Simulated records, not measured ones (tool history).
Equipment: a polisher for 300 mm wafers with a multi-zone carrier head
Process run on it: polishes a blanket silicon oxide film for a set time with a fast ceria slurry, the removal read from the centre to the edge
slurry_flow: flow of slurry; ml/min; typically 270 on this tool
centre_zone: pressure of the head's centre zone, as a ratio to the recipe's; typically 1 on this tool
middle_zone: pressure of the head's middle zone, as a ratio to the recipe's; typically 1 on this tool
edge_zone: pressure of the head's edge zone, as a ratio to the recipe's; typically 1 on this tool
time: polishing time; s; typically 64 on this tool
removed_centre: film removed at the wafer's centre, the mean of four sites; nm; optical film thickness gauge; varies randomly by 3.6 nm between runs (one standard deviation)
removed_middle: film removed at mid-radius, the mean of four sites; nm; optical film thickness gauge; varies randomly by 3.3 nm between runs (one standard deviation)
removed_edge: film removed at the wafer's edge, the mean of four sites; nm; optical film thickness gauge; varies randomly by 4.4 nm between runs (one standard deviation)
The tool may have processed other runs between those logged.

| run | day | slurry_flow | centre_zone | middle_zone | edge_zone | time | incoming thickness of the incoming film, nm | removed_centre | removed_middle | removed_edge |
|---|---|---|---|---|---|---|---|---|---|---|
| 1 | 0 | 215 | 1 | 1 | 1 | 64 | 2774.2 | 500.3 | 467.1 | 474.9 |
|  | 0.167 | centre zone pressure recalibrated |
| 2 | 0.433 | 270 | 1.11 | 1 | 1.09 | 83 | 2799 | 694.7 | 614.9 | 645.4 |
| 3 | 0.825 | 215 | 1 | 1 | 0.9 | 64 | 2722.3 | 464.6 | 458.8 | 444.7 |
|  | 1.317 | worn pad replaced by a new one |
| 4 | 1.338 | 270 | 1 | 1.09 | 1 | 64 | 2803.9 | 509.4 | 534.1 | 501 |
| 5 | 1.95 | 350 | 1 | 1.08 | 1 | 64 | 2755.6 | 527.4 | 539.7 | 511.2 |
| 6 | 2.288 | 270 | 1 | 1 | 0.93 | 64 | 2793.1 | 515.1 | 490.7 | 487.6 |
|  | 2.571 | edge zone pressure recalibrated |
| 7 | 2.65 | 270 | 1.04 | 1 | 1 | 64 | 2791.2 | 522.3 | 491.4 | 503.4 |
| 8 | 3.108 | 270 | 0.92 | 1 | 1 | 57 | 2769.4 | 405.9 | 438.8 | 442.3 |
| 9 | 3.992 | 270 | 0.91 | 1.1 | 1.04 | 64 | 2737.8 | 454.2 | 514.8 | 498.3 |
| 10 | 4.454 | 225 | 0.94 | 0.96 | 0.9 | 64 | 2744.8 | 452.6 | 462.1 | 456.2 |
| 11 | 4.879 | 270 | 0.9 | 1.12 | 1 | 64 | 2764.4 | 434.8 | 525.9 | 480.9 |
| 12 | 5.171 | 270 | 1 | 1 | 1 | 64 | 2795.4 | 488.2 | 475.4 | 488.8 |
|  | 5.638 | worn pad replaced by a new one |
| 13 | 5.838 | 270 | 0.93 | 1 | 1.11 | 64 | 2746.9 | 483.8 | 505.2 | 537.3 |
| 14 | 6.204 | 270 | 1 | 0.88 | 1 | 64 | 2798 | 513.5 | 456.2 | 507 |
| 15 | 6.821 | 360 | 1 | 1 | 1.05 | 64 | 2769.5 | 521.1 | 504.3 | 525.4 |
| 16 | 7.142 | 270 | 1 | 1 | 1 | 64 | 2789.2 | 510.4 | 498.2 | 499.7 |

For run 17, what comes out?
| 17 | 7.846 | 270 | 1 | 1 | 1 | 64 | 2791 | ? | ? | ? |

Run 17 measured removed_centre 500.9 nm, removed_middle 485.6 nm, removed_edge 484.5 nm.
Had the tool carried no hidden state, the very same run would have given removed_centre 520.2 nm, removed_middle 504.4 nm, removed_edge 503.2 nm.
